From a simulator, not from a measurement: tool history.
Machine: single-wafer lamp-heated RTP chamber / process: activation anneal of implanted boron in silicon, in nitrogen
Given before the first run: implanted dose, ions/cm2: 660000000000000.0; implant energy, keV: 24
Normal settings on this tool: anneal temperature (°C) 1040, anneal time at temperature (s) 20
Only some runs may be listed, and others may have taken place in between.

run,hour,anneal temperature (°C),anneal time at temperature (s),"read-back reference wafer on the same gauge, sheet resistance",sheet resistance of the implanted and annealed layer (ohm/square)
1,0,1040,20,202.02,177.51
2,43,1040,20,202.1,177.34
3,76.1,1040,20,201.99,177.1
4,123.6,1057,20,202.04,176.56
5,169.9,1061,13,202.01,176.94
6,267.9,1061,13,202.12,176.97
7,298.4,1040,29,202.03,176.62
8,342.6,1040,29,202.01,176.87
9,399.4,1040,29,201.98,176.77
10,470.4,1040,20,202.02,177.05
11,537.1,1040,20,202.01,177.63
12,561.2,1040,20,201.94,177.25
13,611.9,1040,20,201.98,177.6
14,664.3,1024,9,202.06,180.53
15,705.4,1040,20,202.02,177.51
16,742.1,1040,20,202.08,177.59
17,805.6,1040,13,202.04,178.35
18,866,1026,25,201.92,178.49
19,924.8,1012,9,202.05,182.97
20,1086.8,1024,27,202.03,178.44
21,1114.2,1054,17,201.98,176.73
22,1141.8,1040,20,202.02,177.67
23,1194.6,1065,31,202,174.91
24,1245.1,1064,28,202.04,175.23
25,1317,1011,32,201.87,180.04
26,1362.9,1028,17,201.95,178.77
27,1411.9,1040,16,202.06,177.58
28,1444.8,1058,16,201.99,176.59
29,1515.7,1040,24,201.96,177.15
30,1569.8,1040,20,202.02,177.05
31,1628.5,1040,20,202.1,177.88
32,1685.1,1054,29,202.01,176.39
33,1720,1040,20,202.05,177.46
34,1781.4,1029,10,202.03,179.55
35,1829.1,1058,9,202.04,177.68
36,1886.3,1040,20,202.04,177.49

Not shown here: 8 entries made in the log between runs. Locate each between two listed runs and compare the hidden state at the listed run before it with the hidden state at the listed run after it:
Between runs 1 and 2: gauge calibrated (hour 40.6)
  no difference in the tool's unlogged condition between these two runs
Between runs 3 and 4: reflector plate cleaned (hour 100.8)
  no difference in the tool's unlogged condition between these two runs
Between runs 9 and 10: pyrometer window cleaned and pyrometer calibrated (hour 413.5)
  no difference in the tool's unlogged condition between these two runs
Between runs 13 and 14: reflector plate cleaned (hour 660.5)
  no difference in the tool's unlogged condition between these two runs
Between runs 19 and 20: pyrometer window cleaned and pyrometer calibrated (hour 934)
  no difference in the tool's unlogged condition between these two runs
Between runs 23 and 24: reflector plate cleaned (hour 1235.5)
  no difference in the tool's unlogged condition between these two runs
Between runs 26 and 27: pyrometer window cleaned and pyrometer calibrated (hour 1411.4)
  no difference in the tool's unlogged condition between these two runs
Between runs 35 and 36: reflector plate cleaned (hour 1847.4)
  no difference in the tool's unlogged condition between these two runs
